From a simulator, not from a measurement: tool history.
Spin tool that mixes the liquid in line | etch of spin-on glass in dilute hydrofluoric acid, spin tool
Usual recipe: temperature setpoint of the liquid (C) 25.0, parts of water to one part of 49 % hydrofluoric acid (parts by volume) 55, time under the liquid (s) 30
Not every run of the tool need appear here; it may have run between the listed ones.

| run | hour | temperature setpoint of the liquid (C) | parts of water to one part of 49 % hydrofluoric acid (parts by volume) | time under the liquid (s) | read-back film thickness of the spin-on glass reference wafer, read on the same gauge (nm) | thickness taken off the spin-on glass on a monitor wafer (Å) |
|---|---|---|---|---|---|---|
| 1 | 0.0 | 25.0 | 55 | 30 | 90.00 | 211.9 |
| 2 | 56.8 | 25.0 | 55 | 30 | 89.98 | 211.8 |
| 3 | 88.0 | 25.0 | 55 | 20 | 90.02 | 140.4 |
| 4 | 130.7 | 25.0 | 55 | 20 | 89.99 | 141.7 |
| 5 | 166.0 | 26.0 | 55 | 30 | 90.04 | 223.1 |
| 6 | 226.9 | 26.0 | 55 | 30 | 90.00 | 221.5 |
| 7 | 285.5 | 26.0 | 55 | 30 | 89.99 | 219.3 |
| 8 | 343.8 | 27.0 | 65 | 30 | 90.04 | 198.3 |
| 9 | 488.3 | 25.0 | 55 | 30 | 90.00 | 218.1 |
| 10 | 527.6 | 25.0 | 55 | 30 | 90.03 | 219.3 |
| 11 | 650.2 | 25.0 | 55 | 30 | 90.02 | 220.9 |
| 12 | 691.5 | 25.0 | 55 | 30 | 89.97 | 221.2 |
| 13 | 763.3 | 21.0 | 45 | 20 | 90.03 | 154.2 |
| 14 | 790.7 | 26.5 | 55 | 30 | 90.00 | 234.0 |
| 15 | 831.5 | 20.5 | 35 | 50 | 89.98 | 495.4 |
| 16 | 890.1 | 25.0 | 55 | 30 | 90.00 | 225.4 |
| 17 | 953.7 | 25.0 | 55 | 30 | 90.03 | 220.9 |
| 18 | 1025.7 | 25.0 | 35 | 35 | 89.97 | 379.7 |
| 19 | 1065.3 | 25.0 | 55 | 30 | 90.00 | 205.9 |
| 20 | 1117.4 | 25.0 | 55 | 30 | 89.95 | 204.7 |
| 21 | 1180.6 | 29.5 | 85 | 30 | 90.02 | 151.8 |
| 22 | 1222.5 | 23.5 | 40 | 15 | 89.98 | 136.2 |
| 23 | 1270.1 | 25.0 | 55 | 30 | 90.03 | 206.6 |
| 24 | 1305.7 | 27.0 | 55 | 45 | 89.98 | 328.0 |

Withheld: 3 entries from between the runs. Position of each, and hidden state at the listed run before versus the listed run after:
From run 8 to run 9: gauge calibrated (hour 480.2)
  liquid hotter than its thermometer reads (K): 1.66 -> 1.83
  measured result minus the result with no hidden state, thickness taken off the spin-on glass on a monitor wafer (Å): +12.6 -> +15.5
From run 15 to run 16: hydrofluoric acid flow meter replaced (hour 859.0)
  liquid hotter than its thermometer reads (K): 2.25 -> 2.32
  measured result minus the result with no hidden state, thickness taken off the spin-on glass on a monitor wafer (Å): +45.1 -> +20.1
From run 17 to run 18: thermometer replaced (hour 976.7)
  liquid hotter than its thermometer reads (K): 2.4 -> 0.129
  measured result minus the result with no hidden state, thickness taken off the spin-on glass on a monitor wafer (Å): +20.4 -> +2.1
